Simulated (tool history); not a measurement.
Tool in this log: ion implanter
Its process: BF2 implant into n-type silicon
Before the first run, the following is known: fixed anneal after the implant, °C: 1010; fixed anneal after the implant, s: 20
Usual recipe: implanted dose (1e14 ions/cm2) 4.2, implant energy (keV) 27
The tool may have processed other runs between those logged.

run	hour	implanted dose (1e14 ions/cm2)	implant energy (keV)	read-back reference wafer on the same gauge, sheet resistance	sheet resistance of the implanted and annealed layer (ohm/square)
1	0	4.2	22.5	267.12	265.77
2	6.4	4.2	22.5	267.04	265.79
3	20	4.2	22.5	267.09	265.49
4	30.4	4.2	27	267.06	258.73
5	43.1	4.2	27	267.04	258.89
6	52.1	4.2	27	267.12	259.2
# hour 64: Faraday cup replaced and dose calibrated
7	69.4	4.2	34.5	266.97	261.3
8	79	4.2	27	267.02	268.42
# hour 91.9: gauge calibrated
9	93.1	4.2	24	267.01	273.06
10	111	3.59	24	266.88	310.02
11	122.9	5.08	21	267.06	242.12
# hour 136.4: extraction supply calibrated
12	136.9	3.8	33.5	266.93	284.91
13	143.4	2.94	27	267.12	362.3
14	159.5	5.15	33.5	266.94	220.41
15	172.3	4.6	27	266.9	249.24

Here are 5 independent what-if runs from the current tool condition. What would each one return?
A	172.7	4.93	27	?	?
B	172.7	3.51	30	?	?
C	172.7	4.2	19.5	?	?
D	172.7	3.67	18.5	?	?
E	172.7	4.85	24	?	?

run	read-back reference wafer on the same gauge, sheet resistance	sheet resistance of the implanted and annealed layer (ohm/square)
A	266.81	235.49
B	266.81	307.9
C	266.81	280.95
D	266.81	313.81
E	266.81	243.32
Take away the tool's hidden state, keep each run's random variation, and the runs would have read:
run	sheet resistance of the implanted and annealed layer (ohm/square)
A	235.49
B	307.91
C	280.96
D	313.82
E	243.32

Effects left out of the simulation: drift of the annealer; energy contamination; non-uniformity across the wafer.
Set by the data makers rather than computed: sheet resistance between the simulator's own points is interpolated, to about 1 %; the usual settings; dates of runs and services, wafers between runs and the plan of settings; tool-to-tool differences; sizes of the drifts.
